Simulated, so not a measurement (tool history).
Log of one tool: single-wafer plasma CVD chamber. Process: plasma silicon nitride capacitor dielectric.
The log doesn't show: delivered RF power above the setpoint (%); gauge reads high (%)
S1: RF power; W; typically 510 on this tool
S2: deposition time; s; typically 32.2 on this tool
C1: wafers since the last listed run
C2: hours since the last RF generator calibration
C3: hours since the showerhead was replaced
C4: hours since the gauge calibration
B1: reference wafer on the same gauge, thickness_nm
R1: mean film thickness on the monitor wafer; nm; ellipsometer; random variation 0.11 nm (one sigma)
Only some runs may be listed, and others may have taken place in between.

run,day,S1,S2,C1,C2,C3,C4,B1,R1
1,0.000,510,32.2,0,326.6,3973.2,1880.2,51.289,51.186
2,3.204,510,32.2,915,403.5,4050.1,1957.1,51.272,51.099
3,5.962,510,32.2,788,469.7,4116.3,2023.3,51.310,51.138
4,7.650,510,32.2,482,510.2,4156.8,2063.8,51.299,51.067
5,11.929,535,33.8,1222,612.9,4259.5,2166.5,51.320,54.728
6,16.267,535,33.8,1239,717.0,4363.6,2270.6,51.314,54.616
7,20.496,535,33.8,1208,818.5,4465.1,2372.1,51.280,54.361
# day 22.517: gauge calibrated
8,23.879,510,32.2,966,899.7,4546.3,32.7,51.305,50.866
9,26.433,510,32.2,729,961.0,4607.6,94.0,51.300,50.679
10,29.433,510,32.2,857,1033.0,4679.6,166.0,51.287,50.526
11,33.208,510,32.2,1078,1123.6,4770.2,256.6,51.309,50.559
12,36.600,560,32.2,969,1205.0,4851.6,338.0,51.299,52.611
# day 40.221: RF generator calibrated
13,41.042,560,32.2,1173,19.7,4958.2,444.6,51.310,53.080
14,43.929,510,34.0,825,89.0,5027.5,513.9,51.301,53.910
15,47.792,560,36.0,1103,181.7,5120.2,606.6,51.280,59.588
16,50.104,560,36.0,660,237.2,5175.7,662.1,51.309,59.350
17,53.062,510,32.2,845,308.2,5246.7,733.1,51.306,51.177
# day 53.971: showerhead replaced, of another model than before
18,61.762,510,32.2,2390,517.0,187.0,941.9,51.298,50.989
19,64.046,510,32.2,652,571.8,241.8,996.7,51.285,51.276
20,72.083,510,32.2,2296,764.7,434.7,1189.6,51.301,51.055
21,74.212,480,29.8,608,815.8,485.8,1240.7,51.286,46.398
22,77.146,415,32.2,838,886.2,556.2,1311.1,51.288,47.475
23,80.792,510,36.7,1041,973.7,643.7,1398.6,51.336,57.854
24,82.642,510,32.2,528,1018.1,688.1,1443.0,51.307,50.806

What does the tool deliver on the next run?
25,84.983,510,35.8,669,1074.3,744.3,1499.2,?,?

Run 25 measured B1 51.296, R1 56.726 nm.
With the hidden condition absent and the run-to-run variation left alone, this run would have shown R1 57.091 nm.

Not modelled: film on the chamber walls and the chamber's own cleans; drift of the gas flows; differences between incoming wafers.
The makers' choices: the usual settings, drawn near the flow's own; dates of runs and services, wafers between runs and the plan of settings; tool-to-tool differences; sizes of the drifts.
